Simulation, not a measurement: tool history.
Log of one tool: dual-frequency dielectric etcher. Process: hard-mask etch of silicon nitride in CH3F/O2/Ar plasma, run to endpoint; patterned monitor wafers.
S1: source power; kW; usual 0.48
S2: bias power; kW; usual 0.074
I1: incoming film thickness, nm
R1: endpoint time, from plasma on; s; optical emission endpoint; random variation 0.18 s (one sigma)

run,day,S1,S2,I1,R1
1,0,0.48,0.074,46.73,60.4
2,1.233,0.48,0.074,46.08,59.8
3,2.312,0.48,0.074,46.59,60.5
4,3.025,0.4,0.069,46.47,69.2
5,3.921,0.48,0.074,47.08,61.5
6,4.862,0.48,0.074,46.83,61.2
7,5.454,0.48,0.074,46.74,61
8,6.525,0.53,0.065,46.27,59.2
# day 7.721: upper electrode replaced
9,7.742,0.48,0.074,46.74,61.4
10,8.75,0.41,0.083,46.83,66.2
11,9.4,0.6,0.081,46.42,52.6
# day 11.338: wet clean of the chamber
12,11.358,0.48,0.074,47.1,60.8
# day 12.442: source power generator calibrated
13,12.462,0.42,0.074,46.94,66.1
# day 14.6: bias power generator calibrated
14,15.446,0.48,0.074,46.35,60.3
15,18.938,0.37,0.064,46.64,75

Hidden state or all else? Some run-to-run changes of R1, split into what the settings, what came in and random variation would give without the hidden state, and what is left for the hidden state (with any gauge scatter that isn't in both results):
The hidden state here: etch rate over this chamber's usual, %; source power that arrives over what is set, %; bias power that arrives over what is set, %.
Run 11 -> 12: S1 0.6 -> 0.48, S2 0.081 -> 0.074, wet clean of the chamber. R1 +8.2 s: hidden state -1, all else +9.2.
Run 14 -> 15: S1 0.48 -> 0.37, S2 0.074 -> 0.064. R1 +14.7 s: hidden state +0.6, all else +14.1.

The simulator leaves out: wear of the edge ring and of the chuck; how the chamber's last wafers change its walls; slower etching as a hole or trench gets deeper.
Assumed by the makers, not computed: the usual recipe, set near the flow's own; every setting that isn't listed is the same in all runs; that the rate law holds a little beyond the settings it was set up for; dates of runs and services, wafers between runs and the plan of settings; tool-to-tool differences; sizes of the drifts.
